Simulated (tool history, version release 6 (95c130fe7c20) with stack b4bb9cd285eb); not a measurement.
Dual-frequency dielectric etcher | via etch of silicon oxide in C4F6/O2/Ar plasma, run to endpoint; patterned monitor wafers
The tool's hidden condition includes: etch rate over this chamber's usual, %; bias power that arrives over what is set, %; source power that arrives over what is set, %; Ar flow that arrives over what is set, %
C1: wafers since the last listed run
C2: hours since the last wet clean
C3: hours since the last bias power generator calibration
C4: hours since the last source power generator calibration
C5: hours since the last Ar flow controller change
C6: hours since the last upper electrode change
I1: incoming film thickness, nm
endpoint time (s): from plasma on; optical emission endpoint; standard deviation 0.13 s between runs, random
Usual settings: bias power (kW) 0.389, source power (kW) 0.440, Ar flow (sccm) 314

run 1 day=0.000 | bias_power_(kW)=0.389 source_power_(kW)=0.470 Ar_flow_(sccm)=340 | C1=0 C2=267.0 C3=1421.1 C4=2622.8 C5=4182.2 C6=5106.3 | I1=66.8 | endpoint_time_(s)=15.9
run 2 day=2.942 | bias_power_(kW)=0.389 source_power_(kW)=0.470 Ar_flow_(sccm)=340 | C1=541 C2=337.6 C3=1491.7 C4=2693.4 C5=4252.8 C6=5176.9 | I1=66.9 | endpoint_time_(s)=15.9
run 3 day=5.050 | bias_power_(kW)=0.412 source_power_(kW)=0.500 Ar_flow_(sccm)=314 | C1=388 C2=388.2 C3=1542.3 C4=2744.0 C5=4303.4 C6=5227.5 | I1=67.6 | endpoint_time_(s)=15.2
run 4 day=6.621 | bias_power_(kW)=0.389 source_power_(kW)=0.440 Ar_flow_(sccm)=314 | C1=289 C2=425.9 C3=1580.0 C4=2781.7 C5=4341.1 C6=5265.2 | I1=67.8 | endpoint_time_(s)=16.7
run 5 day=7.817 | bias_power_(kW)=0.389 source_power_(kW)=0.440 Ar_flow_(sccm)=314 | C1=220 C2=454.6 C3=1608.7 C4=2810.4 C5=4369.8 C6=5293.9 | I1=66.7 | endpoint_time_(s)=16.4
run 6 day=9.458 | bias_power_(kW)=0.389 source_power_(kW)=0.440 Ar_flow_(sccm)=314 | C1=302 C2=494.0 C3=1648.1 C4=2849.8 C5=4409.2 C6=5333.3 | I1=67.8 | endpoint_time_(s)=16.3
-- day=10.367 Ar flow controller replaced
-- day=12.017 wet clean of the chamber
run 7 day=12.375 | bias_power_(kW)=0.389 source_power_(kW)=0.440 Ar_flow_(sccm)=314 | C1=307 C2=8.6 C3=1718.1 C4=2919.8 C5=48.2 C6=5403.3 | I1=67.0 | endpoint_time_(s)=16.2
-- day=13.283 source power generator calibrated
run 8 day=13.579 | bias_power_(kW)=0.389 source_power_(kW)=0.440 Ar_flow_(sccm)=314 | C1=191 C2=37.5 C3=1747.0 C4=7.1 C5=77.1 C6=5432.2 | I1=67.1 | endpoint_time_(s)=16.6
-- day=15.033 bias power generator calibrated
run 9 day=15.679 | bias_power_(kW)=0.443 source_power_(kW)=0.550 Ar_flow_(sccm)=373 | C1=356 C2=87.9 C3=15.5 C4=57.5 C5=127.5 C6=5482.6 | I1=67.3 | endpoint_time_(s)=14.6
run 10 day=17.979 | bias_power_(kW)=0.389 source_power_(kW)=0.470 Ar_flow_(sccm)=376 | C1=423 C2=143.1 C3=70.7 C4=112.7 C5=182.7 C6=5537.8 | I1=66.5 | endpoint_time_(s)=16.0
run 11 day=19.721 | bias_power_(kW)=0.332 source_power_(kW)=0.440 Ar_flow_(sccm)=314 | C1=320 C2=184.9 C3=112.5 C4=154.5 C5=224.5 C6=5579.6 | I1=66.8 | endpoint_time_(s)=17.6
run 12 day=21.438 | bias_power_(kW)=0.357 source_power_(kW)=0.380 Ar_flow_(sccm)=314 | C1=316 C2=226.1 C3=153.7 C4=195.7 C5=265.7 C6=5620.8 | I1=67.2 | endpoint_time_(s)=17.9
-- day=23.696 upper electrode replaced
run 13 day=23.775 | bias_power_(kW)=0.389 source_power_(kW)=0.470 Ar_flow_(sccm)=340 | C1=246 C2=282.2 C3=209.8 C4=251.8 C5=321.8 C6=1.9 | I1=67.4 | endpoint_time_(s)=16.3
run 14 day=24.871 | bias_power_(kW)=0.443 source_power_(kW)=0.550 Ar_flow_(sccm)=373 | C1=201 C2=308.5 C3=236.1 C4=278.1 C5=348.1 C6=28.2 | I1=67.0 | endpoint_time_(s)=14.3
run 15 day=27.112 | bias_power_(kW)=0.389 source_power_(kW)=0.470 Ar_flow_(sccm)=314 | C1=413 C2=362.3 C3=289.9 C4=331.9 C5=401.9 C6=82.0 | I1=67.1 | endpoint_time_(s)=15.8
run 16 day=29.017 | bias_power_(kW)=0.447 source_power_(kW)=0.540 Ar_flow_(sccm)=314 | C1=350 C2=408.0 C3=335.6 C4=377.6 C5=447.6 C6=127.7 | I1=67.4 | endpoint_time_(s)=14.6
run 17 day=30.204 | bias_power_(kW)=0.468 source_power_(kW)=0.440 Ar_flow_(sccm)=257 | C1=218 C2=436.5 C3=364.1 C4=406.1 C5=476.1 C6=156.2 | I1=67.2 | endpoint_time_(s)=15.0

Each row is a separate what-if for the run after 17, all from the same tool condition, not one after another. Results?
run A day=30.221 | bias_power_(kW)=0.438 source_power_(kW)=0.440 Ar_flow_(sccm)=314 | C1=3 C2=436.9 C3=364.5 C4=406.5 C5=476.5 C6=156.6 | I1=65.9 | endpoint_time_(s)=?
run B day=30.221 | bias_power_(kW)=0.389 source_power_(kW)=0.330 Ar_flow_(sccm)=371 | C1=3 C2=436.9 C3=364.5 C4=406.5 C5=476.5 C6=156.6 | I1=65.9 | endpoint_time_(s)=?
run C day=30.221 | bias_power_(kW)=0.389 source_power_(kW)=0.510 Ar_flow_(sccm)=364 | C1=3 C2=436.9 C3=364.5 C4=406.5 C5=476.5 C6=156.6 | I1=65.9 | endpoint_time_(s)=?

run=A endpoint_time_(s)=15.4
run=B endpoint_time_(s)=18.1
run=C endpoint_time_(s)=15.5
Without the tool's unlogged condition, the same runs would have read:
run=A endpoint_time_(s)=15.4
run=B endpoint_time_(s)=18.1
run=C endpoint_time_(s)=15.5
